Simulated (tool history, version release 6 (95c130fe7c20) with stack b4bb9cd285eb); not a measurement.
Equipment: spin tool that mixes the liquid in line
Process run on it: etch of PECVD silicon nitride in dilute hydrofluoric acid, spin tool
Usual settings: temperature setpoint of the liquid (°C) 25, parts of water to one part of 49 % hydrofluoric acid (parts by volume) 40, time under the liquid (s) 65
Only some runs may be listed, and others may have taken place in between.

run	hour	temperature setpoint of the liquid (°C)	parts of water to one part of 49 % hydrofluoric acid (parts by volume)	time under the liquid (s)	read-back film thickness of the PECVD silicon nitride reference wafer, read on the same gauge (nm)	thickness taken off the PECVD silicon nitride on a monitor wafer (Å)
1	0	25	40	65	99.99	76.9
2	12.7	25	40	65	99.98	77.2
3	27.2	25	40	65	100.01	76.8
4	35	25	40	65	100.02	76.7
5	42.4	25	40	65	100.03	77.2
6	58.6	25	50	65	99.99	62
7	78.3	25	50	65	100	62.4
8	93.3	25	50	65	99.99	62.4
9	106.2	25	40	65	100.01	77.4
10	119.8	25	40	65	100	76.8
11	127.6	25	40	65	100	77.1
12	136.8	25	40	65	100.03	76.8
13	156.1	25	40	65	100.01	77.1
14	198	21.5	55	50	100.02	34.5
15	205.1	23.5	55	80	99.99	62.6
16	212	25	20	65	99.98	151.1
17	225	25	40	65	100.02	77.9
18	235.2	25	40	85	100	100.7
19	250	21	30	90	100.01	106.5
# hour 253: hydrofluoric acid flow meter replaced
# hour 256.9: gauge calibrated
# hour 269.9: thermometer replaced
20	283.2	25	60	65	100.01	51.8
21	299.8	21.5	40	50	100	46.9
22	306.9	26.5	40	65	100.01	85.1
23	324.6	22.5	20	65	100	125.6
24	351.5	25	40	65	100	77.3
25	361.9	28.5	25	50	100	117.5
26	373.3	27	40	65	100	88.8
27	388.7	25	40	65	99.98	77.3
28	398.5	25	20	65	99.98	150.8
29	414.1	25	30	25	100.01	39.2
30	420.4	25	40	65	100.02	77.1
31	429.7	28	25	35	99.99	79.8
32	446.8	21.5	50	80	100.02	60.2

What was the tool's hidden state at every run in the log?
liquid colder than its thermometer reads (K): 0 at every run
hydrofluoric acid flow below the setpoint (%): 0 at every run
gauge reads high (%): 0 at every run
